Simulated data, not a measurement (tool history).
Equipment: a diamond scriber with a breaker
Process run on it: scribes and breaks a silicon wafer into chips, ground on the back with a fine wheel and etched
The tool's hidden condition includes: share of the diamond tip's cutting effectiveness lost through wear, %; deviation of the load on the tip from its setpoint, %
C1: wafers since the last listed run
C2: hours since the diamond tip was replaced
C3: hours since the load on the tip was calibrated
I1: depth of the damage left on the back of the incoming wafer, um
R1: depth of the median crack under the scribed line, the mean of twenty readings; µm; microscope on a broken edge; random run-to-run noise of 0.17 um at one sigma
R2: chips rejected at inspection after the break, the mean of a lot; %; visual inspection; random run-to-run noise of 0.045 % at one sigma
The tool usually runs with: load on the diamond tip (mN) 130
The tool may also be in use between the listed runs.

Run 1, hour 0: usual settings; C1 0; C2 231.4; C3 376.2; I1 0.36. Result: R1 7.04 µm, R2 6.87 %.
Run 2, hour 15.8: usual settings; C1 18; C2 247.2; C3 392; I1 0.68. Result: R1 7.1 µm, R2 7.79 %.
Run 3, hour 32: usual settings; C1 18; C2 263.4; C3 408.2; I1 0.56. Result: R1 6.89 µm, R2 8.75 %.
Run 4, hour 50.6: usual settings but load on the diamond tip (mN) 102; C1 21; C2 282; C3 426.8; I1 0.53. Result: R1 5.06 µm, R2 30.47 %.
Run 5, hour 146.8: usual settings; C1 112; C2 378.2; C3 523; I1 0.62. Result: R1 6.56 µm, R2 12.18 %.
Run 6, hour 181.4: usual settings; C1 40; C2 412.8; C3 557.6; I1 0.54. Result: R1 6.51 µm, R2 12.97 %.
Run 7, hour 216.4: usual settings; C1 41; C2 447.8; C3 592.6; I1 0.32. Result: R1 6.18 µm, R2 13.17 %.
Run 8, hour 242.8: usual settings; C1 30; C2 474.2; C3 619; I1 0.49. Result: R1 6.25 µm, R2 13.64 %.
Run 9, hour 276.3: usual settings; C1 39; C2 507.7; C3 652.5; I1 0.66. Result: R1 6.52 µm, R2 13.2 %.
Run 10, hour 288.3: usual settings; C1 14; C2 519.7; C3 664.5; I1 0.51. Result: R1 6.16 µm, R2 14.44 %.
Run 11, hour 310.2: usual settings but load on the diamond tip (mN) 140; C1 25; C2 541.6; C3 686.4; I1 0.48. Result: R1 6.98 µm, R2 9.16 %.
Run 12, hour 331.6: usual settings but load on the diamond tip (mN) 140; C1 25; C2 563; C3 707.8; I1 0.39. Result: R1 6.84 µm, R2 10.57 %.
Run 13, hour 407.9: usual settings but load on the diamond tip (mN) 140; C1 89; C2 639.3; C3 784.1; I1 0.49. Result: R1 6.5 µm, R2 10.09 %.
Run 14, hour 435.9: usual settings; C1 32; C2 667.3; C3 812.1; I1 0.45. Result: R1 5.97 µm, R2 17.29 %.
Run 15, hour 471.7: usual settings; C1 41; C2 703.1; C3 847.9; I1 0.64. Result: R1 6.18 µm, R2 20.01 %.
Run 16, hour 487.3: usual settings; C1 18; C2 718.7; C3 863.5; I1 0.78. Result: R1 6.01 µm, R2 17.55 %.
Run 17, hour 503.4: usual settings but load on the diamond tip (mN) 155; C1 18; C2 734.8; C3 879.6; I1 0.68. Result: R1 7.18 µm, R2 5.83 %.
Run 18, hour 515.9: usual settings; C1 14; C2 747.3; C3 892.1; I1 0.66. Result: R1 6.09 µm, R2 18.95 %.
Run 19, hour 549.3: usual settings but load on the diamond tip (mN) 150; C1 39; C2 780.7; C3 925.5; I1 0.54. Result: R1 7.07 µm, R2 8.22 %.
Run 20, hour 567.3: usual settings but load on the diamond tip (mN) 158; C1 21; C2 798.7; C3 943.5; I1 0.7. Result: R1 7.13 µm, R2 5.11 %.
Run 21, hour 587.1: usual settings but load on the diamond tip (mN) 97; C1 23; C2 818.5; C3 963.3; I1 0.69. Result: R1 4.2 µm, R2 44.66 %.
Run 22, hour 615.2: usual settings; C1 32; C2 846.6; C3 991.4; I1 0.66. Result: R1 6.04 µm, R2 18.71 %.
Run 23, hour 647.2: usual settings but load on the diamond tip (mN) 116; C1 37; C2 878.6; C3 1023.4; I1 0.61. Result: R1 5.21 µm, R2 26.87 %.
Run 24, hour 662.5: usual settings but load on the diamond tip (mN) 144; C1 17; C2 893.9; C3 1038.7; I1 0.39. Result: R1 6.39 µm, R2 10.36 %.
Run 25, hour 686.3: usual settings; C1 27; C2 917.7; C3 1062.5; I1 0.63. Result: R1 6.07 µm, R2 15.66 %.
Run 26, hour 717.3: usual settings but load on the diamond tip (mN) 141; C1 36; C2 948.7; C3 1093.5; I1 0.57. Result: R1 6.6 µm, R2 11.89 %.
Run 27, hour 741.4: usual settings but load on the diamond tip (mN) 168; C1 28; C2 972.8; C3 1117.6; I1 0.47. Result: R1 7.79 µm, R2 3.75 %.
Run 28, hour 772.3: usual settings; C1 36; C2 1003.7; C3 1148.5; I1 0.62. Result: R1 5.72 µm, R2 18.47 %.
At hour 790.9: load on the tip recalibrated.
Run 29, hour 795.8: usual settings but load on the diamond tip (mN) 153; C1 25; C2 1027.2; C3 4.9; I1 0.38. Result: R1 9 µm, R2 0.56 %.
Run 30, hour 814.6: usual settings; C1 22; C2 1046; C3 23.7; I1 0.32. Result: R1 7.64 µm, R2 4.89 %.
At hour 822.3: diamond tip replaced by a new one.
Run 31, hour 849: usual settings; C1 37; C2 26.7; C3 58.1; I1 0.78. Result: R1 8.85 µm, R2 0.75 %.
Run 32, hour 876.9: usual settings; C1 32; C2 54.6; C3 86; I1 0.66. Result: R1 8.41 µm, R2 0.91 %.
Run 33, hour 894.1: usual settings but load on the diamond tip (mN) 157; C1 20; C2 71.8; C3 103.2; I1 0.36. Result: R1 10.51 µm, R2 2.31 %.
Run 34, hour 915.1: usual settings but load on the diamond tip (mN) 166; C1 24; C2 92.8; C3 124.2; I1 0.48. Result: R1 10.89 µm, R2 3.31 %.
Run 35, hour 929.9: usual settings but load on the diamond tip (mN) 167; C1 17; C2 107.6; C3 139; I1 0.48. Result: R1 10.74 µm, R2 4.07 %.
Run 36, hour 951.9: usual settings; C1 25; C2 129.6; C3 161; I1 0.34. Result: R1 8.2 µm, R2 1.83 %.
Run 37, hour 965: usual settings but load on the diamond tip (mN) 91; C1 15; C2 142.7; C3 174.1; I1 0.56. Result: R1 5.09 µm, R2 33.62 %.
Run 38, hour 997.8: usual settings but load on the diamond tip (mN) 147; C1 38; C2 175.5; C3 206.9; I1 0.32. Result: R1 8.92 µm, R2 0.58 %.
Run 39, hour 1014: usual settings but load on the diamond tip (mN) 115; C1 18; C2 191.7; C3 223.1; I1 0.74. Result: R1 6.71 µm, R2 8.92 %.
Run 40, hour 1032.8: usual settings but load on the diamond tip (mN) 120; C1 22; C2 210.5; C3 241.9; I1 0.31. Result: R1 7.43 µm, R2 6.73 %.
Run 41, hour 1062: usual settings; C1 34; C2 239.7; C3 271.1; I1 0.7. Result: R1 7.46 µm, R2 4.18 %.
Run 42, hour 1097.3: usual settings but load on the diamond tip (mN) 106; C1 41; C2 275; C3 306.4; I1 0.46. Result: R1 5.76 µm, R2 17.99 %.

What if the next run were any one of these 4? Each begins from the tool's condition after run 42:
Run A, hour 1098: usual settings but load on the diamond tip (mN) 119; C1 0; C2 275.7; C3 307.1; I1 0.56. Result: R1 ?, R2 ?.
Run B, hour 1098: usual settings but load on the diamond tip (mN) 143; C1 0; C2 275.7; C3 307.1; I1 0.56. Result: R1 ?, R2 ?.
Run C, hour 1098: usual settings but load on the diamond tip (mN) 94; C1 0; C2 275.7; C3 307.1; I1 0.56. Result: R1 ?, R2 ?.
Run D, hour 1098: usual settings but load on the diamond tip (mN) 108; C1 0; C2 275.7; C3 307.1; I1 0.56. Result: R1 ?, R2 ?.

run    R1     R2
  A  6.84   9.18
  B  8.38   1.42
  C  5.02     32
  D  6.07  16.82
Stripped of hidden state, with their random variation kept, the same runs would have yielded:
run     R1     R2
  A   8.29   1.63
  B  10.15   1.65
  C   6.09  16.64
  D   7.36   5.49

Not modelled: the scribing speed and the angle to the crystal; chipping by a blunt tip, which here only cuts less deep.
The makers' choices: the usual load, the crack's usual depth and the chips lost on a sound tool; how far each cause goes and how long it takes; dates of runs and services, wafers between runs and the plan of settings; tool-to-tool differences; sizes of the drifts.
